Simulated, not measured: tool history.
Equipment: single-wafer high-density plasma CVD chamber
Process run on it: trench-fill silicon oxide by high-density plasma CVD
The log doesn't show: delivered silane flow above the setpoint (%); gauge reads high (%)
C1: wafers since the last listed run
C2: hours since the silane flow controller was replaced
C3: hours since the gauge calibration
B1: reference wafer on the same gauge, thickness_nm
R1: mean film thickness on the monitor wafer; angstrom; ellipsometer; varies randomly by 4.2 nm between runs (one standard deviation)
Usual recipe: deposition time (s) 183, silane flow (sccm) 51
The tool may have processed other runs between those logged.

Run 1, hour 0.0: usual settings but deposition time (s) 167, silane flow (sccm) 58; C1 0; C2 197.3; C3 662.7; B1 825.858. Result: R1 9743.88 angstrom.
Run 2, hour 24.4: usual settings but silane flow (sccm) 59; C1 241; C2 221.7; C3 687.1; B1 827.018. Result: R1 10874.92 angstrom.
Run 3, hour 85.6: usual settings; C1 606; C2 282.9; C3 748.3; B1 827.481. Result: R1 9411.75 angstrom.
Run 4, hour 136.5: usual settings but deposition time (s) 162; C1 504; C2 333.8; C3 799.2; B1 826.490. Result: R1 8333.64 angstrom.
Run 5, hour 162.9: usual settings but deposition time (s) 162; C1 261; C2 360.2; C3 825.6; B1 826.176. Result: R1 8348.26 angstrom.
Run 6, hour 220.7: usual settings but silane flow (sccm) 44; C1 572; C2 418.0; C3 883.4; B1 827.040. Result: R1 8112.23 angstrom.
Run 7, hour 284.9: usual settings but silane flow (sccm) 44; C1 635; C2 482.2; C3 947.6; B1 826.445. Result: R1 8118.62 angstrom.
Run 8, hour 481.5: usual settings but silane flow (sccm) 44; C1 1946; C2 678.8; C3 1144.2; B1 826.674. Result: R1 8116.26 angstrom.
Run 9, hour 525.4: usual settings; C1 434; C2 722.7; C3 1188.1; B1 827.165. Result: R1 9418.58 angstrom.
Run 10, hour 593.8: usual settings but silane flow (sccm) 55; C1 677; C2 791.1; C3 1256.5; B1 825.129. Result: R1 10225.01 angstrom.
Run 11, hour 664.7: usual settings; C1 702; C2 862.0; C3 1327.4; B1 825.950. Result: R1 9431.90 angstrom.
Run 12, hour 691.9: usual settings; C1 269; C2 889.2; C3 1354.6; B1 825.912. Result: R1 9443.35 angstrom.
Run 13, hour 718.4: usual settings; C1 262; C2 915.7; C3 1381.1; B1 826.488. Result: R1 9427.85 angstrom.
Run 14, hour 750.8: usual settings; C1 320; C2 948.1; C3 1413.5; B1 827.178. Result: R1 9440.54 angstrom.
Run 15, hour 792.7: usual settings; C1 414; C2 990.0; C3 1455.4; B1 825.289. Result: R1 9402.29 angstrom.
Run 16, hour 847.4: usual settings; C1 541; C2 1044.7; C3 1510.1; B1 824.960. Result: R1 9449.56 angstrom.
Run 17, hour 877.0: usual settings; C1 293; C2 1074.3; C3 1539.7; B1 826.438. Result: R1 9448.72 angstrom.
Run 18, hour 903.8: usual settings but deposition time (s) 203; C1 265; C2 1101.1; C3 1566.5; B1 825.651. Result: R1 10386.34 angstrom.
Run 19, hour 930.5: usual settings but deposition time (s) 203; C1 264; C2 1127.8; C3 1593.2; B1 824.751. Result: R1 10478.92 angstrom.
Run 20, hour 992.6: usual settings but deposition time (s) 203; C1 614; C2 1189.9; C3 1655.3; B1 825.865. Result: R1 10469.75 angstrom.
Run 21, hour 1017.7: usual settings; C1 248; C2 1215.0; C3 1680.4; B1 825.453. Result: R1 9355.22 angstrom.
Run 22, hour 1086.1: usual settings; C1 677; C2 1283.4; C3 1748.8; B1 825.743. Result: R1 9439.99 angstrom.
Run 23, hour 1122.1: usual settings but deposition time (s) 201, silane flow (sccm) 47; C1 356; C2 1319.4; C3 1784.8; B1 825.806. Result: R1 9471.20 angstrom.
Run 24, hour 1160.4: usual settings; C1 379; C2 1357.7; C3 1823.1; B1 825.744. Result: R1 9478.28 angstrom.
Run 25, hour 1231.4: usual settings but silane flow (sccm) 46; C1 703; C2 1428.7; C3 1894.1; B1 826.466. Result: R1 8471.99 angstrom.
Run 26, hour 1300.6: usual settings but deposition time (s) 150, silane flow (sccm) 55; C1 685; C2 1497.9; C3 1963.3; B1 824.639. Result: R1 8335.60 angstrom.
Run 27, hour 1368.0: usual settings; C1 667; C2 1565.3; C3 2030.7; B1 827.156. Result: R1 9352.86 angstrom.
Run 28, hour 1425.3: usual settings but deposition time (s) 203, silane flow (sccm) 60; C1 567; C2 1622.6; C3 2088.0; B1 825.771. Result: R1 12350.83 angstrom.
Run 29, hour 1464.6: usual settings but deposition time (s) 169, silane flow (sccm) 57; C1 389; C2 1661.9; C3 2127.3; B1 825.018. Result: R1 9676.69 angstrom.
At hour 1504.0: silane flow controller replaced.
Run 30, hour 1531.2: usual settings but deposition time (s) 203; C1 580; C2 27.2; C3 2193.9; B1 826.536. Result: R1 10486.68 angstrom.
Run 31, hour 1572.4: usual settings but deposition time (s) 169, silane flow (sccm) 55; C1 407; C2 68.4; C3 2235.1; B1 826.600. Result: R1 9440.92 angstrom.
At hour 1576.0: gauge calibrated.
Run 32, hour 1596.8: usual settings but deposition time (s) 211, silane flow (sccm) 57; C1 241; C2 92.8; C3 20.8; B1 826.359. Result: R1 12265.30 angstrom.
Run 33, hour 1653.1: usual settings but silane flow (sccm) 43; C1 557; C2 149.1; C3 77.1; B1 825.761. Result: R1 7929.29 angstrom.
Run 34, hour 1716.3: usual settings; C1 625; C2 212.3; C3 140.3; B1 826.655. Result: R1 9416.69 angstrom.
Run 35, hour 1753.5: usual settings but deposition time (s) 198, silane flow (sccm) 54; C1 368; C2 249.5; C3 177.5; B1 825.275. Result: R1 10740.32 angstrom.
Run 36, hour 1797.3: usual settings; C1 433; C2 293.3; C3 221.3; B1 824.844. Result: R1 9429.55 angstrom.
Run 37, hour 1827.6: usual settings but deposition time (s) 216, silane flow (sccm) 61; C1 300; C2 323.6; C3 251.6; B1 826.101. Result: R1 13319.67 angstrom.
Run 38, hour 1865.5: usual settings but deposition time (s) 166, silane flow (sccm) 46; C1 375; C2 361.5; C3 289.5; B1 825.055. Result: R1 7738.42 angstrom.
Run 39, hour 1921.9: usual settings; C1 558; C2 417.9; C3 345.9; B1 824.973. Result: R1 9418.15 angstrom.
Run 40, hour 1987.6: usual settings but deposition time (s) 168, silane flow (sccm) 61; C1 650; C2 483.6; C3 411.6; B1 825.627. Result: R1 10325.31 angstrom.
Run 41, hour 2018.2: usual settings but deposition time (s) 167, silane flow (sccm) 60; C1 303; C2 514.2; C3 442.2; B1 825.477. Result: R1 10154.94 angstrom.
Run 42, hour 2066.3: usual settings but silane flow (sccm) 47; C1 476; C2 562.3; C3 490.3; B1 826.373. Result: R1 8752.29 angstrom.
Run 43, hour 2094.6: usual settings but deposition time (s) 206, silane flow (sccm) 58; C1 280; C2 590.6; C3 518.6; B1 825.234. Result: R1 12030.02 angstrom.

Here are 3 independent what-if runs from the current tool condition. What would each one return?
Run A, hour 2095.1: usual settings; C1 4; C2 591.1; C3 519.1; B1 ?. Result: R1 ?.
Run B, hour 2095.1: usual settings but deposition time (s) 210, silane flow (sccm) 45; C1 4; C2 591.1; C3 519.1; B1 ?. Result: R1 ?.
Run C, hour 2095.1: usual settings but deposition time (s) 160, silane flow (sccm) 45; C1 4; C2 591.1; C3 519.1; B1 ?. Result: R1 ?.

run       B1       R1
  A  825.631  9395.11
  B  825.631  9512.89
  C  825.631  7247.92
With no hidden state in the tool, these same runs would have given:
run       R1
  A  9395.11
  B  9512.89
  C  7247.92

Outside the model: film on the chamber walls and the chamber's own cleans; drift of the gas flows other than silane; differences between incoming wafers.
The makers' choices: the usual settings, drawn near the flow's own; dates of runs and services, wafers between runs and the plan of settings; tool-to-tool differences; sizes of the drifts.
